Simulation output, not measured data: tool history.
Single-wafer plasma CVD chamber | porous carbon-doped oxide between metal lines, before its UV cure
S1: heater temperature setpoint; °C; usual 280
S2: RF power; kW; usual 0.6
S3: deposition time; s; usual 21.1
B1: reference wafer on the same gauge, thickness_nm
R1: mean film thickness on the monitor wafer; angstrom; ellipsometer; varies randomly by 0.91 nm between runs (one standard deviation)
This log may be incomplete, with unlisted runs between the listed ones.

run	day	S1	S2	S3	B1	R1
1	0	280	0.515	21.1	157.34	1446.31
2	1.479	280	0.515	21.1	157.43	1423.29
3	2.696	280	0.6	21.1	157.209	1592.2
4	4.167	280	0.6	21.1	156.766	1589.36
5	5.179	280	0.6	21.1	156.718	1584.68
6	6.533	280	0.6	21.1	157.009	1587.86
7	7.396	286	0.6	18.8	157.029	1350.24
8	11.654	286	0.6	18.8	157.216	1349.25
# day 12.292: gauge calibrated
9	12.879	286	0.6	18.8	157.075	1345.48
10	13.95	280	0.6	21.1	157.075	1558.36
11	15.125	280	0.6	21.1	156.97	1558.03
12	17.608	280	0.6	21.1	157.475	1549.5
13	18.667	280	0.52	22.4	157.064	1475.98
# day 19.379: showerhead replaced
# day 19.617: thermocouple changed; heater temperature recalibrated
# day 20.842: RF generator calibrated
14	20.862	280	0.52	22.4	156.452	1541.26
15	21.296	280	0.6	21.1	156.9	1607.3
16	22.567	293	0.6	23.9	157.106	1698.45
17	23.238	280	0.52	22.4	156.853	1534.66
18	23.8	280	0.6	21.1	157.157	1607.85
19	25.392	287	0.655	25.2	156.942	1977.43
20	26.279	272	0.67	18.8	157.188	1651.24
21	27.125	289	0.6	19	157.074	1378.45
22	27.692	288	0.6	17.2	157.255	1266.92
23	28.529	280	0.52	21.1	157.11	1474.64
24	29.967	280	0.52	22.4	157.347	1549.02
25	30.579	280	0.71	21.1	156.774	1813.09
26	32.054	292	0.515	22.7	157.245	1438.05
27	33.392	280	0.6	18.5	157.349	1412.98
28	34.425	280	0.6	19.9	156.882	1520.42
29	35.867	280	0.535	21.1	156.97	1466.32
30	37.15	280	0.53	21.1	156.398	1473.97
# day 37.204: gauge calibrated
31	37.825	287	0.6	21.1	157.338	1536.27
32	38.479	267	0.6	21.1	156.787	1740.63
33	39.954	285	0.645	23.1	156.982	1785.78
34	41.146	295	0.6	21.1	156.484	1442.69
35	41.775	291	0.635	24.3	157.109	1776.09

Table of differences, measured result less the result of that run with no hidden state. Run-to-run variation is the same in both. Gauge scatter possibly is not:
The tool's hidden condition here consists of: wafer temperature above the value expected at the setpoint (K); delivered RF power above the setpoint (%); gauge reads high (%).
run	R1
1	-23.2
2	-25.74
3	-30.73
4	-34.23
5	-36.72
6	-40.44
7	-36.46
8	-47.82
9	-51.31
10	-63.25
11	-67.6
12	-77.01
13	-80.15
14	-4.83
15	-4.95
16	-5.38
17	-5.1
18	-5.39
19	-7.26
20	-6.53
21	-5.97
22	-5.79
23	-7.47
24	-9.08
25	-10.9
26	-10.44
27	-11.49
28	-13.69
29	-15.49
30	-17.54
31	-19.03
32	-22.86
33	-26.62
34	-23.74
35	-30.76

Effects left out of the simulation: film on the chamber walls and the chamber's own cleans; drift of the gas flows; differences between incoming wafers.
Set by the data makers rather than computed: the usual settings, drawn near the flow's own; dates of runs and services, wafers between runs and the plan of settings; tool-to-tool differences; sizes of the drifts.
